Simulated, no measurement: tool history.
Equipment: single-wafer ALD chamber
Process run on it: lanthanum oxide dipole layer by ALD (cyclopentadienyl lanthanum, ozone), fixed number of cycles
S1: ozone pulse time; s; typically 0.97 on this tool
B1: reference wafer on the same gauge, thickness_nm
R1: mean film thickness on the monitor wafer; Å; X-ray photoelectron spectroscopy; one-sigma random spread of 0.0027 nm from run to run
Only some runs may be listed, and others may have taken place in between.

run,hour,S1,B1,R1
1,0.0,0.97,0.567,4.77
2,26.1,0.97,0.567,4.79
3,85.4,0.97,0.566,4.75
4,130.5,0.97,0.567,4.73
5,196.0,0.97,0.567,4.71
6,247.2,0.97,0.566,4.62
# hour 346.6: ozone generator serviced
7,398.8,0.78,0.567,4.41
8,467.8,0.97,0.567,4.87
# hour 484.1: thermocouple changed; heater temperature recalibrated
9,509.5,0.97,0.566,4.80
10,549.0,1.08,0.567,5.01
11,602.5,0.97,0.568,4.77
12,658.7,1.05,0.567,4.93
# hour 718.9: showerhead replaced
13,719.4,1.05,0.567,4.94
14,768.1,1.05,0.566,4.87
15,794.3,0.75,0.567,4.13
16,824.0,1.15,0.567,5.03
17,863.6,1.27,0.568,5.13
18,893.3,0.77,0.568,4.13
19,955.5,0.97,0.567,4.64
20,985.4,1.33,0.567,5.20
21,1036.0,0.97,0.567,4.61
# hour 1080.5: ozone generator serviced
22,1087.4,1.16,0.567,5.18
# hour 1144.7: gauge calibrated
23,1155.4,0.58,0.567,3.66
24,1216.7,0.73,0.567,4.21
25,1281.4,1.22,0.566,5.19
26,1338.1,0.81,0.566,4.44
27,1375.2,0.97,0.566,4.82
28,1434.6,0.66,0.567,3.90

Forecast each of these 3 alternatives for the next run:
A,1435.0,1.11,?,?
B,1435.0,0.80,?,?
C,1435.0,1.20,?,?

run,B1,R1
A,0.567,4.94
B,0.567,4.28
C,0.567,5.06
Take away the tool's hidden state, keep each run's random variation, and the runs would have read:
run,R1
A,5.09
B,4.49
C,5.20
